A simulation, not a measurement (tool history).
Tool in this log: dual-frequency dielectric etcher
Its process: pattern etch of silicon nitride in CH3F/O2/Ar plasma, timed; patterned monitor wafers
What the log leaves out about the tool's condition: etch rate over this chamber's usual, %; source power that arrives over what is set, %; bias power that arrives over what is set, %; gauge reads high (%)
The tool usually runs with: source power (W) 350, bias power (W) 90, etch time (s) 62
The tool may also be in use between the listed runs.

run	hour	source power (W)	bias power (W)	etch time (s)	wafers since the last listed run	hours since the last wet clean	hours since the last source power generator calibration	hours since the last bias power generator calibration	hours since the last upper electrode change	hours since the gauge calibration	read-back reference wafer on the same gauge, depth_nm	mean etch depth across the wafer (Å)
1	0	350	90	62	0	84.3	2056.9	3026.2	1704.3	1061.1	45.49	410.5
2	70.4	350	90	62	1167	154.7	2127.3	3096.6	1774.7	1131.5	45.46	409.2
3	172.7	350	90	62	1696	257	2229.6	3198.9	1877	1233.8	45.54	412.9
4	280.1	350	90	62	1780	364.4	2337	3306.3	1984.4	1341.2	45.49	414
5	320.4	350	90	62	668	404.7	2377.3	3346.6	2024.7	1381.5	45.55	415.9
6	403	350	106	62	1369	487.3	2459.9	3429.2	2107.3	1464.1	45.52	432.9
# hour 470.1: wet clean of the chamber
7	470.6	350	106	62	722	0.5	2527.5	3496.8	2174.9	1531.7	45.48	437.2
8	516.8	350	90	62	766	46.7	2573.7	3543	2221.1	1577.9	45.47	413.8
9	620.5	350	90	62	1719	150.4	2677.4	3646.7	2324.8	1681.6	45.55	408.6
10	664.6	350	90	57.5	731	194.5	2721.5	3690.8	2368.9	1725.7	45.55	379.8
11	712.3	350	90	62	790	242.2	2769.2	3738.5	2416.6	1773.4	45.47	419.7
12	776.5	350	90	62	1064	306.4	2833.4	3802.7	2480.8	1837.6	45.47	413.4
13	867.6	350	90	62	1510	397.5	2924.5	3893.8	2571.9	1928.7	45.55	410.8
14	923.1	290	99	62	920	453	2980	3949.3	2627.4	1984.2	45.5	396.7
# hour 1007: wet clean of the chamber
15	1024.9	300	68	78	1290	17.9	3081.8	4051.1	2729.2	2086	45.47	432.3
16	1117.3	350	90	62	1532	110.3	3174.2	4143.5	2821.6	2178.4	45.55	416.2
17	1219.1	400	97	49.5	1688	212.1	3276	4245.3	2923.4	2280.2	45.51	352.9
# hour 1257.7: source power generator calibrated
# hour 1266: gauge calibrated
18	1303.9	350	90	71	1339	296.9	46.2	4330.1	3008.2	37.9	45.48	468.4
# hour 1384.9: upper electrode replaced
19	1385.4	260	70	62	953	378.4	127.7	4411.6	0.5	119.4	45.49	334.5
# hour 1433.8: bias power generator calibrated
20	1464.2	350	90	62	1240	457.2	206.5	30.4	79.3	198.2	45.49	413.2
21	1531.7	350	90	62	1119	524.7	274	97.9	146.8	265.7	45.49	412
# hour 1573.5: wet clean of the chamber
22	1610.3	350	72	67.5	905	36.8	352.6	176.5	225.4	344.3	45.49	414.3
23	1706	350	90	62	1586	132.5	448.3	272.2	321.1	440	45.53	410.4
24	1765.4	290	105	62	984	191.9	507.7	331.6	380.5	499.4	45.51	410.3
25	1809.1	350	71	75.5	724	235.6	551.4	375.3	424.2	543.1	45.49	461.3
26	1904.3	350	90	62	1578	330.8	646.6	470.5	519.4	638.3	45.56	409.3

What the log doesn't show, run by run:
etch rate over this chamber's usual, %: 0 in every run
source power that arrives over what is set, %: 0 in every run
bias power that arrives over what is set, %: 0 in every run
gauge reads high (%): 0 in every run

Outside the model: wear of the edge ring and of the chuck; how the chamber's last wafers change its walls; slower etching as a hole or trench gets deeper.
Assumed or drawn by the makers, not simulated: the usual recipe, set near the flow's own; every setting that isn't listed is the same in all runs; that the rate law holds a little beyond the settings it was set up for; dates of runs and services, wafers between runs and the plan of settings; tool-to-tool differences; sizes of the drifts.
